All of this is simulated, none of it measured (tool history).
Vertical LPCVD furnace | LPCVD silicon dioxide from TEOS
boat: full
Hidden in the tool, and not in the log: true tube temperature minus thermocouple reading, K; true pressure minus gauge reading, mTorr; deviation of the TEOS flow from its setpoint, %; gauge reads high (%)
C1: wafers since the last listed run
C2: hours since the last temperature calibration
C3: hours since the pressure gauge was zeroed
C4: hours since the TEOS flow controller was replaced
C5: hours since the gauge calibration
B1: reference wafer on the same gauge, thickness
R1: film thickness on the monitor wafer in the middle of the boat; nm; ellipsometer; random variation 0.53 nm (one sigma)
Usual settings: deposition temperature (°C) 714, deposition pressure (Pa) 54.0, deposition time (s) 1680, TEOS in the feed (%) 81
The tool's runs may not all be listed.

Run 1, hour 0.0: usual settings but deposition time (s) 1500; C1 0; C2 2606.7; C3 5285.2; C4 3429.9; C5 121.8; B1 341.11. Result: R1 328.16 nm.
Run 2, hour 16.9: usual settings but TEOS in the feed (%) 93; C1 265; C2 2623.6; C3 5302.1; C4 3446.8; C5 138.7; B1 340.99. Result: R1 393.46 nm.
Run 3, hour 26.8: usual settings; C1 155; C2 2633.5; C3 5312.0; C4 3456.7; C5 148.6; B1 340.89. Result: R1 367.48 nm.
Run 4, hour 39.5: usual settings; C1 199; C2 2646.2; C3 5324.7; C4 3469.4; C5 161.3; B1 341.19. Result: R1 368.12 nm.
Run 5, hour 56.2: usual settings; C1 262; C2 2662.9; C3 5341.4; C4 3486.1; C5 178.0; B1 341.13. Result: R1 368.10 nm.
Run 6, hour 72.5: usual settings but deposition temperature (°C) 722; C1 255; C2 2679.2; C3 5357.7; C4 3502.4; C5 194.3; B1 341.04. Result: R1 440.85 nm.
Run 7, hour 93.1: usual settings but deposition temperature (°C) 722; C1 323; C2 2699.8; C3 5378.3; C4 3523.0; C5 214.9; B1 341.06. Result: R1 441.23 nm.
Run 8, hour 111.1: usual settings but deposition time (s) 1530, TEOS in the feed (%) 71; C1 282; C2 2717.8; C3 5396.3; C4 3541.0; C5 232.9; B1 340.95. Result: R1 314.32 nm.
Run 9, hour 130.7: usual settings; C1 307; C2 2737.4; C3 5415.9; C4 3560.6; C5 252.5; B1 340.89. Result: R1 368.35 nm.
Run 10, hour 143.8: usual settings; C1 205; C2 2750.5; C3 5429.0; C4 3573.7; C5 265.6; B1 340.71. Result: R1 368.51 nm.
Run 11, hour 188.4: usual settings; C1 700; C2 2795.1; C3 5473.6; C4 3618.3; C5 310.2; B1 340.88. Result: R1 369.32 nm.
At hour 218.3: pressure gauge zeroed.
At hour 242.0: thermocouples replaced and temperature profile calibrated.
Run 12, hour 242.5: usual settings but TEOS in the feed (%) 72; C1 99; C2 0.5; C3 24.2; C4 3672.4; C5 364.3; B1 340.69. Result: R1 331.41 nm.
Run 13, hour 247.6: usual settings but deposition temperature (°C) 726, deposition time (s) 2340; C1 80; C2 5.6; C3 29.3; C4 3677.5; C5 369.4; B1 340.82. Result: R1 641.30 nm.
Run 14, hour 252.7: usual settings but deposition time (s) 1290, TEOS in the feed (%) 92; C1 80; C2 10.7; C3 34.4; C4 3682.6; C5 374.5; B1 341.19. Result: R1 288.46 nm.
Run 15, hour 257.8: usual settings but deposition temperature (°C) 723; C1 80; C2 15.8; C3 39.5; C4 3687.7; C5 379.6; B1 341.01. Result: R1 430.67 nm.
Run 16, hour 270.3: usual settings but deposition time (s) 1440; C1 196; C2 28.3; C3 52.0; C4 3700.2; C5 392.1; B1 340.88. Result: R1 300.96 nm.
At hour 270.7: gauge calibrated.
Run 17, hour 288.6: usual settings but deposition temperature (°C) 709, deposition pressure (Pa) 60.0, deposition time (s) 1890, TEOS in the feed (%) 92; C1 287; C2 46.6; C3 70.3; C4 3718.5; C5 17.9; B1 341.08. Result: R1 396.38 nm.
At hour 319.3: TEOS flow controller replaced.
Run 18, hour 319.8: usual settings but deposition pressure (Pa) 66.0; C1 113; C2 77.8; C3 101.5; C4 0.5; C5 49.1; B1 340.95. Result: R1 390.31 nm.
Run 19, hour 324.9: usual settings but deposition temperature (°C) 726, TEOS in the feed (%) 69; C1 80; C2 82.9; C3 106.6; C4 5.6; C5 54.2; B1 341.04. Result: R1 425.24 nm.
Run 20, hour 339.7: usual settings; C1 232; C2 97.7; C3 121.4; C4 20.4; C5 69.0; B1 340.79. Result: R1 351.19 nm.
Run 21, hour 349.4: usual settings; C1 152; C2 107.4; C3 131.1; C4 30.1; C5 78.7; B1 341.10. Result: R1 351.54 nm.
Run 22, hour 358.9: usual settings but deposition pressure (Pa) 62.7, TEOS in the feed (%) 94; C1 149; C2 116.9; C3 140.6; C4 39.6; C5 88.2; B1 340.89. Result: R1 407.97 nm.

Forecast run 23:
Run 23, hour 369.9: usual settings; C1 172; C2 127.9; C3 151.6; C4 50.6; C5 99.2; B1 ?. Result: R1 ?.

{"run 23": {"B1": 341.08, "R1": 352.0}}
Without the tool's hidden state the same run would have given R1 351.51 nm.
